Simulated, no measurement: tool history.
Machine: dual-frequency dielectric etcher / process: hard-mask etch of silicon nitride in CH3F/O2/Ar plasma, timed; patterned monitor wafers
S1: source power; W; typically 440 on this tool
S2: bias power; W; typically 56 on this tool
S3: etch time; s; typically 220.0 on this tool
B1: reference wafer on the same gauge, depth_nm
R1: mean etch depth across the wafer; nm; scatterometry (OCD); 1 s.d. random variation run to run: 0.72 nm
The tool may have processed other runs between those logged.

run    hour   S1  S2     S3     B1     R1
  1     0.0  440  56  220.0  161.9  145.1
        0.6  -- wet clean of the chamber
  2    53.1  440  56  185.5  162.1  121.4
  3   106.8  440  56  185.5  162.0  122.2
  4   158.3  440  59  220.0  162.0  146.5
  5   221.4  440  59  220.0  161.9  146.1
  6   273.5  440  59  220.0  162.0  147.3
  7   325.2  440  56  220.0  161.9  142.4
  8   353.6  440  66  220.0  162.1  152.8
  9   410.0  440  56  220.0  162.1  143.6
      486.9  -- wet clean of the chamber
 10   491.5  360  52  220.0  161.7  126.2
 11   558.2  440  56  220.0  162.0  144.5
 12   621.7  440  56  177.0  161.9  115.4
      656.3  -- source power generator calibrated
 13   672.9  440  56  177.0  161.9  116.2
      693.8  -- gauge calibrated
 14   713.7  480  56  220.0  162.0  149.3
 15   762.4  340  56  243.0  162.1  136.7
 16   819.5  440  56  185.5  161.9  120.8
 17   882.8  440  56  220.0  161.9  143.0
      930.1  -- wet clean of the chamber
      950.8  -- upper electrode replaced
      953.0  -- bias power generator calibrated
 18   953.5  440  61  285.5  162.0  189.3
 19   979.5  440  56  220.0  162.1  140.4
 20  1098.5  540  56  240.0  162.0  171.9

Run 21, settings as shown, results not yet in. Your forecast:
 21  1170.2  440  56  220.0   ?   ?

B1: 161.9
R1: 140.0 nm
Minus the tool's unlogged condition, the same run would have read R1 143.4 nm.
